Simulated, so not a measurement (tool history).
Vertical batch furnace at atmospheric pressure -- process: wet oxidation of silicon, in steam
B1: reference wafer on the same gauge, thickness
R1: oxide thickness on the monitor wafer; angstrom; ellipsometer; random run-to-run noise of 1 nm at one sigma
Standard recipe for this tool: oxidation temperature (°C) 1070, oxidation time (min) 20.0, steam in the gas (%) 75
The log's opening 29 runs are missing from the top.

Run 30, hour 406.2: usual settings but oxidation temperature (°C) 1055; B1 235.98. Result: R1 2529.7 angstrom.
Run 31, hour 422.2: usual settings but oxidation temperature (°C) 1080, oxidation time (min) 23.0; B1 235.98. Result: R1 3252.5 angstrom.
Run 32, hour 438.5: usual settings but oxidation temperature (°C) 1081, steam in the gas (%) 79; B1 236.09. Result: R1 3107.4 angstrom.
Run 33, hour 448.9: usual settings but oxidation temperature (°C) 1086, oxidation time (min) 11.5, steam in the gas (%) 70; B1 236.09. Result: R1 2059.5 angstrom.
Run 34, hour 460.7: usual settings but oxidation temperature (°C) 1047, oxidation time (min) 14.0; B1 236.07. Result: R1 1861.6 angstrom.
Run 35, hour 483.8: usual settings; B1 236.07. Result: R1 2783.5 angstrom.
Run 36, hour 529.7: usual settings but steam in the gas (%) 71; B1 236.10. Result: R1 2693.8 angstrom.
Run 37, hour 541.1: usual settings but oxidation temperature (°C) 1059, oxidation time (min) 27.0, steam in the gas (%) 65; B1 235.87. Result: R1 2882.3 angstrom.
Run 38, hour 555.8: usual settings but oxidation temperature (°C) 1086, oxidation time (min) 14.0, steam in the gas (%) 86; B1 236.09. Result: R1 2665.3 angstrom.

Branching from run 38: 4 alternative next runs. What would each branch give?
Run A, hour 559.2: usual settings but oxidation time (min) 25.5; B1 ?. Result: R1 ?.
Run B, hour 559.2: usual settings but oxidation temperature (°C) 1084, steam in the gas (%) 66; B1 ?. Result: R1 ?.
Run C, hour 559.2: usual settings but oxidation temperature (°C) 1085, steam in the gas (%) 83; B1 ?. Result: R1 ?.
Run D, hour 559.2: usual settings but oxidation temperature (°C) 1081; B1 ?. Result: R1 ?.

run      B1      R1
  A  235.91  3288.9
  B  235.91  2820.7
  C  235.91  3280.5
  D  235.91  3007.8
With no hidden state in the tool, these same runs would have given:
run      R1
  A  3330.9
  B  2856.8
  C  3321.4
  D  3046.0
